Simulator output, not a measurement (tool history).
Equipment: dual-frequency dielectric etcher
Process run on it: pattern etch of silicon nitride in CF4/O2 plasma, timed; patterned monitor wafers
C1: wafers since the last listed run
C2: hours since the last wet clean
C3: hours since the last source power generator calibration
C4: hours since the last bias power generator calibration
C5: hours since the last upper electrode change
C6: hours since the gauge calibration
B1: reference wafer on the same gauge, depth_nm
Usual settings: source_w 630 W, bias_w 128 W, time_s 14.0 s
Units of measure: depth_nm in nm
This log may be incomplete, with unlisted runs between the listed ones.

{"run": 1, "day": 0.0, "source_w": 630, "bias_w": 144, "time_s": 14.0, "C1": 0, "C2": 594.9, "C3": 842.5, "C4": 2414.9, "C5": 3198.9, "C6": 80.2, "B1": 27.29, "depth_nm": 30.78}
{"day": 3.521, "done": "wet clean of the chamber"}
{"run": 2, "day": 3.542, "source_w": 630, "bias_w": 144, "time_s": 14.0, "C1": 864, "C2": 0.5, "C3": 927.5, "C4": 2499.9, "C5": 3283.9, "C6": 165.2, "B1": 27.3, "depth_nm": 31.48}
{"run": 3, "day": 10.279, "source_w": 730, "bias_w": 150, "time_s": 14.0, "C1": 2290, "C2": 162.2, "C3": 1089.2, "C4": 2661.6, "C5": 3445.6, "C6": 326.9, "B1": 27.31, "depth_nm": 35.74}
{"run": 4, "day": 13.362, "source_w": 730, "bias_w": 150, "time_s": 14.0, "C1": 1048, "C2": 236.2, "C3": 1163.2, "C4": 2735.6, "C5": 3519.6, "C6": 400.9, "B1": 27.29, "depth_nm": 35.59}
{"run": 5, "day": 15.771, "source_w": 630, "bias_w": 128, "time_s": 14.0, "C1": 818, "C2": 294.0, "C3": 1221.0, "C4": 2793.4, "C5": 3577.4, "C6": 458.7, "B1": 27.29, "depth_nm": 30.17}
{"run": 6, "day": 19.812, "source_w": 630, "bias_w": 128, "time_s": 14.0, "C1": 1374, "C2": 391.0, "C3": 1318.0, "C4": 2890.4, "C5": 3674.4, "C6": 555.7, "B1": 27.29, "depth_nm": 29.95}
{"run": 7, "day": 22.488, "source_w": 630, "bias_w": 128, "time_s": 14.0, "C1": 909, "C2": 455.2, "C3": 1382.2, "C4": 2954.6, "C5": 3738.6, "C6": 619.9, "B1": 27.3, "depth_nm": 30.1}
{"day": 27.475, "done": "wet clean of the chamber"}
{"run": 8, "day": 27.496, "source_w": 630, "bias_w": 128, "time_s": 14.0, "C1": 1362, "C2": 0.5, "C3": 1502.4, "C4": 3074.8, "C5": 3858.8, "C6": 740.1, "B1": 27.28, "depth_nm": 30.28}
{"run": 9, "day": 28.5, "source_w": 630, "bias_w": 128, "time_s": 14.0, "C1": 341, "C2": 24.6, "C3": 1526.5, "C4": 3098.9, "C5": 3882.9, "C6": 764.2, "B1": 27.3, "depth_nm": 30.22}
{"run": 10, "day": 30.012, "source_w": 630, "bias_w": 128, "time_s": 14.0, "C1": 514, "C2": 60.9, "C3": 1562.8, "C4": 3135.2, "C5": 3919.2, "C6": 800.5, "B1": 27.32, "depth_nm": 30.1}
{"run": 11, "day": 34.438, "source_w": 630, "bias_w": 128, "time_s": 14.0, "C1": 1504, "C2": 167.1, "C3": 1669.0, "C4": 3241.4, "C5": 4025.4, "C6": 906.7, "B1": 27.3, "depth_nm": 30.06}
{"run": 12, "day": 37.696, "source_w": 630, "bias_w": 128, "time_s": 16.0, "C1": 1107, "C2": 245.3, "C3": 1747.2, "C4": 3319.6, "C5": 4103.6, "C6": 984.9, "B1": 27.3, "depth_nm": 34.36}
{"run": 13, "day": 41.754, "source_w": 490, "bias_w": 109, "time_s": 16.0, "C1": 1379, "C2": 342.7, "C3": 1844.6, "C4": 3417.0, "C5": 4201.0, "C6": 1082.3, "B1": 27.3, "depth_nm": 26.76}
{"run": 14, "day": 44.871, "source_w": 700, "bias_w": 151, "time_s": 12.0, "C1": 1059, "C2": 417.5, "C3": 1919.4, "C4": 3491.8, "C5": 4275.8, "C6": 1157.1, "B1": 27.32, "depth_nm": 29.25}
{"run": 15, "day": 46.8, "source_w": 630, "bias_w": 128, "time_s": 17.0, "C1": 655, "C2": 463.8, "C3": 1965.7, "C4": 3538.1, "C5": 4322.1, "C6": 1203.4, "B1": 27.3, "depth_nm": 36.2}
{"run": 16, "day": 49.546, "source_w": 630, "bias_w": 112, "time_s": 14.0, "C1": 933, "C2": 529.7, "C3": 2031.6, "C4": 3604.0, "C5": 4388.0, "C6": 1269.3, "B1": 27.31, "depth_nm": 28.81}
{"run": 17, "day": 52.133, "source_w": 630, "bias_w": 114, "time_s": 14.0, "C1": 879, "C2": 591.8, "C3": 2093.7, "C4": 3666.1, "C5": 4450.1, "C6": 1331.4, "B1": 27.29, "depth_nm": 28.79}
{"day": 53.754, "done": "source power generator calibrated"}
{"day": 54.421, "done": "gauge calibrated"}
{"day": 55.708, "done": "bias power generator calibrated"}
{"day": 55.804, "done": "wet clean of the chamber"}
{"run": 18, "day": 56.104, "source_w": 710, "bias_w": 128, "time_s": 14.0, "C1": 1204, "C2": 7.2, "C3": 56.4, "C4": 9.5, "C5": 4545.4, "C6": 40.4, "B1": 27.3, "depth_nm": 34.2}
{"day": 57.179, "done": "upper electrode replaced"}
{"run": 19, "day": 59.688, "source_w": 550, "bias_w": 128, "time_s": 14.0, "C1": 878, "C2": 93.2, "C3": 142.4, "C4": 95.5, "C5": 60.2, "C6": 126.4, "B1": 27.29, "depth_nm": 27.44}
{"run": 20, "day": 61.833, "source_w": 730, "bias_w": 150, "time_s": 14.0, "C1": 729, "C2": 144.7, "C3": 193.9, "C4": 147.0, "C5": 111.7, "C6": 177.9, "B1": 27.3, "depth_nm": 35.98}
{"run": 21, "day": 65.7, "source_w": 550, "bias_w": 128, "time_s": 14.0, "C1": 1314, "C2": 237.5, "C3": 286.7, "C4": 239.8, "C5": 204.5, "C6": 270.7, "B1": 27.3, "depth_nm": 27.28}
{"run": 22, "day": 70.012, "source_w": 690, "bias_w": 108, "time_s": 12.0, "C1": 1466, "C2": 341.0, "C3": 390.2, "C4": 343.3, "C5": 308.0, "C6": 374.2, "B1": 27.3, "depth_nm": 26.81}
{"run": 23, "day": 72.025, "source_w": 630, "bias_w": 128, "time_s": 14.0, "C1": 684, "C2": 389.3, "C3": 438.5, "C4": 391.6, "C5": 356.3, "C6": 422.5, "B1": 27.3, "depth_nm": 30.24}

List, for all runs, the conditions of the tool that the log does not record:
bias power that arrives over what is set, %: 0 in every run
gauge reads high (%): 0 in every run
H1: etch rate over this chamber's usual, %
H2: source power that arrives over what is set, %
run=1 H1=-1.71 H2=-2.34
run=2 H1=0.211 H2=-2.49
run=3 H1=-0.213 H2=-2.72
run=4 H1=-0.406 H2=-2.82
run=5 H1=-0.558 H2=-2.88
run=6 H1=-0.812 H2=-2.98
run=7 H1=-0.98 H2=-3.04
run=8 H1=-0.133 H2=-3.13
run=9 H1=-0.196 H2=-3.15
run=10 H1=-0.291 H2=-3.18
run=11 H1=-0.569 H2=-3.24
run=12 H1=-0.774 H2=-3.29
run=13 H1=-1.03 H2=-3.33
run=14 H1=-1.22 H2=-3.37
run=15 H1=-1.35 H2=-3.38
run=16 H1=-1.52 H2=-3.41
run=17 H1=-1.68 H2=-3.43
run=18 H1=-0.0406 H2=-0.638
run=19 H1=-0.266 H2=-1.08
run=20 H1=-0.401 H2=-1.32
run=21 H1=-0.644 H2=-1.71
run=22 H1=-0.915 H2=-2.08
run=23 H1=-1.04 H2=-2.24
